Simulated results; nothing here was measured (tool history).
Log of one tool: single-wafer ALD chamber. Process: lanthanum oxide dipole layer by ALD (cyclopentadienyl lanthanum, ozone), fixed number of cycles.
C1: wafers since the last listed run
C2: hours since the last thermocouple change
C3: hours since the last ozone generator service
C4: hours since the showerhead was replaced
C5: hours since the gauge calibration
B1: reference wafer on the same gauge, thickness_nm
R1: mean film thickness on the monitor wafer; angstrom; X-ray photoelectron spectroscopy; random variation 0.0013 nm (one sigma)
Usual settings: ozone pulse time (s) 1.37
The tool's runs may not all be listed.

Run 1, hour 0: usual settings but ozone pulse time (s) 1.14; C1 0; C2 1892.8; C3 392.1; C4 3421.2; C5 144.4; B1 0.558. Result: R1 4.98 angstrom.
Run 2, hour 12.7: usual settings but ozone pulse time (s) 1.14; C1 257; C2 1905.5; C3 404.8; C4 3433.9; C5 157.1; B1 0.558. Result: R1 4.93 angstrom.
Run 3, hour 30: usual settings but ozone pulse time (s) 1.02; C1 350; C2 1922.8; C3 422.1; C4 3451.2; C5 174.4; B1 0.558. Result: R1 4.78 angstrom.
Run 4, hour 36: usual settings but ozone pulse time (s) 1.55; C1 121; C2 1928.8; C3 428.1; C4 3457.2; C5 180.4; B1 0.559. Result: R1 5.28 angstrom.
Run 5, hour 47.7: usual settings but ozone pulse time (s) 1.55; C1 236; C2 1940.5; C3 439.8; C4 3468.9; C5 192.1; B1 0.559. Result: R1 5.24 angstrom.
Run 6, hour 60.3: usual settings but ozone pulse time (s) 1.55; C1 254; C2 1953.1; C3 452.4; C4 3481.5; C5 204.7; B1 0.558. Result: R1 5.25 angstrom.
Run 7, hour 67.1: usual settings but ozone pulse time (s) 0.95; C1 137; C2 1959.9; C3 459.2; C4 3488.3; C5 211.5; B1 0.558. Result: R1 4.65 angstrom.
Run 8, hour 82.3: usual settings but ozone pulse time (s) 0.95; C1 307; C2 1975.1; C3 474.4; C4 3503.5; C5 226.7; B1 0.557. Result: R1 4.64 angstrom.
Run 9, hour 97.1: usual settings but ozone pulse time (s) 1.22; C1 299; C2 1989.9; C3 489.2; C4 3518.3; C5 241.5; B1 0.558. Result: R1 4.95 angstrom.
Run 10, hour 108: usual settings but ozone pulse time (s) 1.51; C1 220; C2 2000.8; C3 500.1; C4 3529.2; C5 252.4; B1 0.558. Result: R1 5.18 angstrom.
Run 11, hour 124.2: usual settings; C1 327; C2 2017; C3 516.3; C4 3545.4; C5 268.6; B1 0.558. Result: R1 5.04 angstrom.
At hour 125.1: gauge calibrated.
Run 12, hour 133.9: usual settings; C1 196; C2 2026.7; C3 526; C4 3555.1; C5 8.8; B1 0.558. Result: R1 5.06 angstrom.
Run 13, hour 148.8: usual settings; C1 301; C2 2041.6; C3 540.9; C4 3570; C5 23.7; B1 0.558. Result: R1 5.02 angstrom.
Run 14, hour 156: usual settings but ozone pulse time (s) 1.08; C1 145; C2 2048.8; C3 548.1; C4 3577.2; C5 30.9; B1 0.558. Result: R1 4.73 angstrom.
Run 15, hour 168.2: usual settings; C1 246; C2 2061; C3 560.3; C4 3589.4; C5 43.1; B1 0.559. Result: R1 5.03 angstrom.
Run 16, hour 180.8: usual settings but ozone pulse time (s) 0.89; C1 254; C2 2073.6; C3 572.9; C4 3602; C5 55.7; B1 0.558. Result: R1 4.4 angstrom.
Run 17, hour 194: usual settings but ozone pulse time (s) 1.74; C1 267; C2 2086.8; C3 586.1; C4 3615.2; C5 68.9; B1 0.557. Result: R1 5.26 angstrom.
At hour 209.3: ozone generator serviced.
Run 18, hour 209.8: usual settings but ozone pulse time (s) 0.87; C1 157; C2 2102.6; C3 0.5; C4 3631; C5 84.7; B1 0.558. Result: R1 4.83 angstrom.
Run 19, hour 215: usual settings but ozone pulse time (s) 0.89; C1 105; C2 2107.8; C3 5.7; C4 3636.2; C5 89.9; B1 0.558. Result: R1 4.84 angstrom.
Run 20, hour 225.9: usual settings but ozone pulse time (s) 0.94; C1 220; C2 2118.7; C3 16.6; C4 3647.1; C5 100.8; B1 0.558. Result: R1 4.89 angstrom.
At hour 235.6: thermocouple changed; heater temperature recalibrated.
Run 21, hour 236.3: usual settings but ozone pulse time (s) 1.87; C1 48; C2 0.7; C3 27; C4 3657.5; C5 111.2; B1 0.558. Result: R1 5.5 angstrom.
At hour 258.7: showerhead replaced.
Run 22, hour 272.8: usual settings; C1 576; C2 37.2; C3 63.5; C4 14.1; C5 147.7; B1 0.557. Result: R1 5.3 angstrom.
Run 23, hour 319.7: usual settings but ozone pulse time (s) 1.65; C1 949; C2 84.1; C3 110.4; C4 61; C5 194.6; B1 0.559. Result: R1 5.42 angstrom.
Run 24, hour 333: usual settings; C1 269; C2 97.4; C3 123.7; C4 74.3; C5 207.9; B1 0.558. Result: R1 5.26 angstrom.
Run 25, hour 341.9: usual settings but ozone pulse time (s) 0.92; C1 180; C2 106.3; C3 132.6; C4 83.2; C5 216.8; B1 0.558. Result: R1 4.85 angstrom.
Run 26, hour 355.2: usual settings but ozone pulse time (s) 1.15; C1 269; C2 119.6; C3 145.9; C4 96.5; C5 230.1; B1 0.559. Result: R1 5.12 angstrom.

4 ways to go on from here, each from the tool as it stands after run 26. What would each give?
Run A, hour 355.6: usual settings; C1 8; C2 120; C3 146.3; C4 96.9; C5 230.5; B1 ?. Result: R1 ?.
Run B, hour 355.6: usual settings but ozone pulse time (s) 1.86; C1 8; C2 120; C3 146.3; C4 96.9; C5 230.5; B1 ?. Result: R1 ?.
Run C, hour 355.6: usual settings but ozone pulse time (s) 1; C1 8; C2 120; C3 146.3; C4 96.9; C5 230.5; B1 ?. Result: R1 ?.
Run D, hour 355.6: usual settings but ozone pulse time (s) 0.83; C1 8; C2 120; C3 146.3; C4 96.9; C5 230.5; B1 ?. Result: R1 ?.

run     B1    R1
  A  0.558  5.25
  B  0.558  5.47
  C  0.558  4.93
  D  0.558   4.7
Without the tool's hidden state the same runs would have given:
run    R1
  A  5.27
  B  5.48
  C  4.96
  D  4.73

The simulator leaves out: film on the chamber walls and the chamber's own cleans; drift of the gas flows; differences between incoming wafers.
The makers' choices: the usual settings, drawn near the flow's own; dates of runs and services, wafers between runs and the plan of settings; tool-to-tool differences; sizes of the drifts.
